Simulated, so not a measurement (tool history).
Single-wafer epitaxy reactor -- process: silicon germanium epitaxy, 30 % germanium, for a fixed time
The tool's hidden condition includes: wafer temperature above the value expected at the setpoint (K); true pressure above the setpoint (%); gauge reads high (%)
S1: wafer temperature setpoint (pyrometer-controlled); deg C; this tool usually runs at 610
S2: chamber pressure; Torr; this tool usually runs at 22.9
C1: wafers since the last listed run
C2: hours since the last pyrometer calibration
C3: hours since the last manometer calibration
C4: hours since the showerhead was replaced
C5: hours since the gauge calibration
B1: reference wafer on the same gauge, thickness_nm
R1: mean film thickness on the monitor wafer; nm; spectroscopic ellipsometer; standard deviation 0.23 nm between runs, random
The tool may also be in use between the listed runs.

| run | hour | S1 | S2 | C1 | C2 | C3 | C4 | C5 | B1 | R1 |
|---|---|---|---|---|---|---|---|---|---|---|
| 1 | 0 | 610 | 22.9 | 0 | 2070.1 | 1225 | 5787.4 | 373.9 | 91.02 | 80.393 |
| 2 | 45 | 610 | 22.9 | 792 | 2115.1 | 1270 | 5832.4 | 418.9 | 91.034 | 80.425 |
| 3 | 258 | 614 | 20.7 | 3750 | 2328.1 | 1483 | 6045.4 | 631.9 | 90.931 | 82.639 |
| 4 | 312.5 | 603 | 21.2 | 959 | 2382.6 | 1537.5 | 6099.9 | 686.4 | 91.049 | 68.628 |
| 5 | 363.8 | 603 | 21.2 | 903 | 2433.9 | 1588.8 | 6151.2 | 737.7 | 91.009 | 68.832 |
| 6 | 420.2 | 610 | 18.6 | 993 | 2490.3 | 1645.2 | 6207.6 | 794.1 | 91.019 | 73.488 |
| 7 | 456.8 | 598 | 22.9 | 644 | 2526.9 | 1681.8 | 6244.2 | 830.7 | 90.987 | 64.747 |
| 8 | 486.8 | 598 | 22.9 | 528 | 2556.9 | 1711.8 | 6274.2 | 860.7 | 90.965 | 64.852 |
|  | 537.9 | gauge calibrated |
| 9 | 543.1 | 598 | 22.9 | 991 | 2613.2 | 1768.1 | 6330.5 | 5.2 | 90.974 | 64.994 |
|  | 611.1 | capacitance manometer re-zeroed and calibrated |
| 10 | 660.3 | 610 | 22.9 | 1922 | 2730.4 | 49.2 | 6447.7 | 122.4 | 90.959 | 79.253 |
| 11 | 692.4 | 604 | 26.9 | 565 | 2762.5 | 81.3 | 6479.8 | 154.5 | 91.013 | 76.37 |
|  | 731 | showerhead replaced |
| 12 | 748.4 | 604 | 26.9 | 845 | 2818.5 | 137.3 | 17.4 | 210.5 | 90.979 | 76.751 |
| 13 | 785.4 | 610 | 24.9 | 651 | 2855.5 | 174.3 | 54.4 | 247.5 | 90.974 | 82.509 |
| 14 | 812.4 | 610 | 24.9 | 475 | 2882.5 | 201.3 | 81.4 | 274.5 | 90.998 | 82.658 |
| 15 | 879.6 | 600 | 22.9 | 1183 | 2949.7 | 268.5 | 148.6 | 341.7 | 90.992 | 66.263 |
| 16 | 906.3 | 610 | 22.9 | 470 | 2976.4 | 295.2 | 175.3 | 368.4 | 90.929 | 79.355 |
| 17 | 948.3 | 619 | 28.6 | 739 | 3018.4 | 337.2 | 217.3 | 410.4 | 90.976 | 103.254 |
| 18 | 994.7 | 624 | 20.5 | 817 | 3064.8 | 383.6 | 263.7 | 456.8 | 90.976 | 97.308 |
| 19 | 1038.7 | 615 | 25 | 774 | 3108.8 | 427.6 | 307.7 | 500.8 | 90.985 | 90.66 |
| 20 | 1085.2 | 605 | 20.8 | 818 | 3155.3 | 474.1 | 354.2 | 547.3 | 90.962 | 69.338 |
| 21 | 1139.5 | 621 | 26.1 | 956 | 3209.6 | 528.4 | 408.5 | 601.6 | 91.026 | 102.821 |
| 22 | 1190.5 | 599 | 25.2 | 898 | 3260.6 | 579.4 | 459.5 | 652.6 | 90.973 | 67.551 |
| 23 | 1237.7 | 614 | 20.7 | 831 | 3307.8 | 626.6 | 506.7 | 699.8 | 90.993 | 81.751 |
|  | 1279.9 | pyrometer calibrated |
| 24 | 1294.1 | 622 | 22.9 | 852 | 14.2 | 683 | 563.1 | 756.2 | 90.981 | 99.232 |

What does the tool deliver on the next run?
|  | 1329 | gauge calibrated |
| 25 | 1329.1 | 610 | 22.9 | 616 | 49.2 | 718 | 598.1 | 0.1 | ? | ? |

B1: 91.028
R1: 79.857 nm
With the hidden condition absent and the run-to-run variation left alone, this run would have shown R1 79.524 nm.

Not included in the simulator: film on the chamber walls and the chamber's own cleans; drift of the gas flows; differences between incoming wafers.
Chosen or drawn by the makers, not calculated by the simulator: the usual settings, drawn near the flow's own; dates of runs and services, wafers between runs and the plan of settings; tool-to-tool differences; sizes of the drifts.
